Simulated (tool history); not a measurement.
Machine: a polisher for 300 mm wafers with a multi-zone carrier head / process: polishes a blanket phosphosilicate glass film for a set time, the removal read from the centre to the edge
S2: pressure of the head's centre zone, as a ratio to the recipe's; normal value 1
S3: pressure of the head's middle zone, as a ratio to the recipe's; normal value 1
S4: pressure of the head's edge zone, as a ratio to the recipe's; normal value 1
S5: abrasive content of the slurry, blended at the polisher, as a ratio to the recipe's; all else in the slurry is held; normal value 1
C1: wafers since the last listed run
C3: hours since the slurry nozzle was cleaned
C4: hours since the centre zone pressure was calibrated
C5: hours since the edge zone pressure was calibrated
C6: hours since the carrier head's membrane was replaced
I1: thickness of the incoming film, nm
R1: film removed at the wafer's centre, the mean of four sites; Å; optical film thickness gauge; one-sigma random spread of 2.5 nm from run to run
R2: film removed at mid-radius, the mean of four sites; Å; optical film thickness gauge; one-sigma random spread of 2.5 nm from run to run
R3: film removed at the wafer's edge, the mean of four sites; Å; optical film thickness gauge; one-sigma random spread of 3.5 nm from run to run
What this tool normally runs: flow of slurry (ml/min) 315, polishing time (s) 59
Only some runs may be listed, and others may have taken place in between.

{"run": 1, "hour": 0.0, "flow of slurry (ml/min)": 315, "S2": 1, "S3": 1, "S4": 1, "S5": 1, "polishing time (s)": 59, "C1": 0, "wafers polished on this pad": 779, "C3": 350.4, "C4": 475.8, "C5": 337.5, "C6": 1680.4, "I1": 2819.2, "R1": 3913, "R2": 3606, "R3": 3503}
{"hour": 8.7, "done": "worn pad replaced by a new one"}
{"run": 2, "hour": 12.0, "flow of slurry (ml/min)": 315, "S2": 1, "S3": 1, "S4": 1, "S5": 1, "polishing time (s)": 59, "C1": 100, "wafers polished on this pad": 41, "C3": 362.4, "C4": 487.8, "C5": 349.5, "C6": 1692.4, "I1": 2748.6, "R1": 3880, "R2": 3592, "R3": 3547}
{"run": 3, "hour": 18.9, "flow of slurry (ml/min)": 315, "S2": 1, "S3": 1, "S4": 1, "S5": 1, "polishing time (s)": 59, "C1": 86, "wafers polished on this pad": 127, "C3": 369.3, "C4": 494.7, "C5": 356.4, "C6": 1699.3, "I1": 2804.2, "R1": 3884, "R2": 3580, "R3": 3566}
{"run": 4, "hour": 27.6, "flow of slurry (ml/min)": 315, "S2": 1, "S3": 1, "S4": 1, "S5": 1, "polishing time (s)": 59, "C1": 108, "wafers polished on this pad": 236, "C3": 378, "C4": 503.4, "C5": 365.1, "C6": 1708, "I1": 2783.5, "R1": 3885, "R2": 3605, "R3": 3512}
{"run": 5, "hour": 35.9, "flow of slurry (ml/min)": 315, "S2": 1, "S3": 1, "S4": 1, "S5": 1, "polishing time (s)": 59, "C1": 103, "wafers polished on this pad": 339, "C3": 386.3, "C4": 511.7, "C5": 373.4, "C6": 1716.3, "I1": 2813, "R1": 3891, "R2": 3591, "R3": 3586}
{"hour": 73.8, "done": "worn pad replaced by a new one"}
{"run": 6, "hour": 81.6, "flow of slurry (ml/min)": 315, "S2": 1, "S3": 1, "S4": 1, "S5": 1, "polishing time (s)": 59, "C1": 521, "wafers polished on this pad": 97, "C3": 432, "C4": 557.4, "C5": 419.1, "C6": 1762, "I1": 2815.5, "R1": 3949, "R2": 3606, "R3": 3479}
{"hour": 86.4, "done": "centre zone pressure recalibrated"}
{"run": 7, "hour": 88.9, "flow of slurry (ml/min)": 315, "S2": 1, "S3": 1, "S4": 1, "S5": 1, "polishing time (s)": 59, "C1": 66, "wafers polished on this pad": 163, "C3": 439.3, "C4": 2.5, "C5": 426.4, "C6": 1769.3, "I1": 2858.9, "R1": 3475, "R2": 3601, "R3": 3500}
{"hour": 94.5, "done": "carrier head's membrane replaced by a new one"}
{"run": 8, "hour": 97.2, "flow of slurry (ml/min)": 315, "S2": 1, "S3": 1, "S4": 1, "S5": 1, "polishing time (s)": 59, "C1": 41, "wafers polished on this pad": 204, "C3": 447.6, "C4": 10.8, "C5": 434.7, "C6": 2.7, "I1": 2813.7, "R1": 3474, "R2": 3563, "R3": 3474}
{"run": 9, "hour": 112.5, "flow of slurry (ml/min)": 315, "S2": 1.07, "S3": 1, "S4": 0.94, "S5": 0.75, "polishing time (s)": 73, "C1": 191, "wafers polished on this pad": 396, "C3": 462.9, "C4": 26.1, "C5": 450, "C6": 18, "I1": 2798.6, "R1": 3760, "R2": 3596, "R3": 3477}
{"hour": 116.5, "done": "edge zone pressure recalibrated"}
{"run": 10, "hour": 123.3, "flow of slurry (ml/min)": 370, "S2": 0.92, "S3": 1, "S4": 0.92, "S5": 0.75, "polishing time (s)": 59, "C1": 110, "wafers polished on this pad": 506, "C3": 473.7, "C4": 36.9, "C5": 6.8, "C6": 28.8, "I1": 2790.4, "R1": 2637, "R2": 2952, "R3": 2789}
{"hour": 125.8, "done": "slurry nozzle cleaned"}
{"hour": 134.1, "done": "worn pad replaced by a new one"}
{"run": 11, "hour": 134.6, "flow of slurry (ml/min)": 315, "S2": 1, "S3": 1.08, "S4": 1, "S5": 1, "polishing time (s)": 59, "C1": 78, "wafers polished on this pad": 6, "C3": 8.8, "C4": 48.2, "C5": 18.1, "C6": 40.1, "I1": 2778, "R1": 3523, "R2": 3795, "R3": 3528}
{"run": 12, "hour": 138.1, "flow of slurry (ml/min)": 315, "S2": 1, "S3": 1.09, "S4": 1, "S5": 1, "polishing time (s)": 77, "C1": 43, "wafers polished on this pad": 49, "C3": 12.3, "C4": 51.7, "C5": 21.6, "C6": 43.6, "I1": 2817.1, "R1": 4524, "R2": 5033, "R3": 4679}
{"run": 13, "hour": 151.2, "flow of slurry (ml/min)": 315, "S2": 1, "S3": 1.09, "S4": 1, "S5": 1, "polishing time (s)": 77, "C1": 163, "wafers polished on this pad": 213, "C3": 25.4, "C4": 64.8, "C5": 34.7, "C6": 56.7, "I1": 2798.5, "R1": 4620, "R2": 4984, "R3": 4611}
{"run": 14, "hour": 157.8, "flow of slurry (ml/min)": 315, "S2": 1, "S3": 1, "S4": 1, "S5": 1.15, "polishing time (s)": 59, "C1": 82, "wafers polished on this pad": 296, "C3": 32, "C4": 71.4, "C5": 41.3, "C6": 63.3, "I1": 2829.6, "R1": 3810, "R2": 3902, "R3": 3792}
{"run": 15, "hour": 169.4, "flow of slurry (ml/min)": 390, "S2": 1, "S3": 1, "S4": 0.92, "S5": 1, "polishing time (s)": 59, "C1": 145, "wafers polished on this pad": 441, "C3": 43.6, "C4": 83, "C5": 52.9, "C6": 74.9, "I1": 2853.3, "R1": 3595, "R2": 3650, "R3": 3405}
{"run": 16, "hour": 183.6, "flow of slurry (ml/min)": 315, "S2": 1, "S3": 1.09, "S4": 1, "S5": 1, "polishing time (s)": 77, "C1": 177, "wafers polished on this pad": 618, "C3": 57.8, "C4": 97.2, "C5": 67.1, "C6": 89.1, "I1": 2796.5, "R1": 4634, "R2": 5023, "R3": 4566}

Take each entry between the runs: how does the hidden state at the last listed run before it differ from the hidden state at the first listed run after it?
From run 1 to run 2: worn pad replaced by a new one (hour 8.7)
  deviation of the centre zone's pressure from its setpoint, %: 11.4 -> 11.7
  what was measured, less what the result would be without the hidden state, R1: +404 -> +409 Å
From run 5 to run 6: worn pad replaced by a new one (hour 73.8)
  deviation of the centre zone's pressure from its setpoint, %: 12.3 -> 13.3
  what was measured, less what the result would be without the hidden state, R1: +428 -> +468 Å
From run 6 to run 7: centre zone pressure recalibrated (hour 86.4)
  deviation of the centre zone's pressure from its setpoint, %: 13.3 -> -0.162
  what was measured, less what the result would be without the hidden state, R1: +468 -> -6 Å
From run 7 to run 8: carrier head's membrane replaced by a new one (hour 94.5)
  deviation of the centre zone's pressure from its setpoint, %: -0.162 -> 0.0341
  what was measured, less what the result would be without the hidden state, R1: -6 -> +1 Å
From run 9 to run 10: edge zone pressure recalibrated (hour 116.5)
  deviation of the centre zone's pressure from its setpoint, %: 0.395 -> 0.65
  what was measured, less what the result would be without the hidden state, R1: +15 -> +18 Å
From run 10 to run 11: slurry nozzle cleaned (hour 125.8); worn pad replaced by a new one (hour 134.1)
  deviation of the centre zone's pressure from its setpoint, %: 0.65 -> 0.916
  what was measured, less what the result would be without the hidden state, R1: +18 -> +32 Å
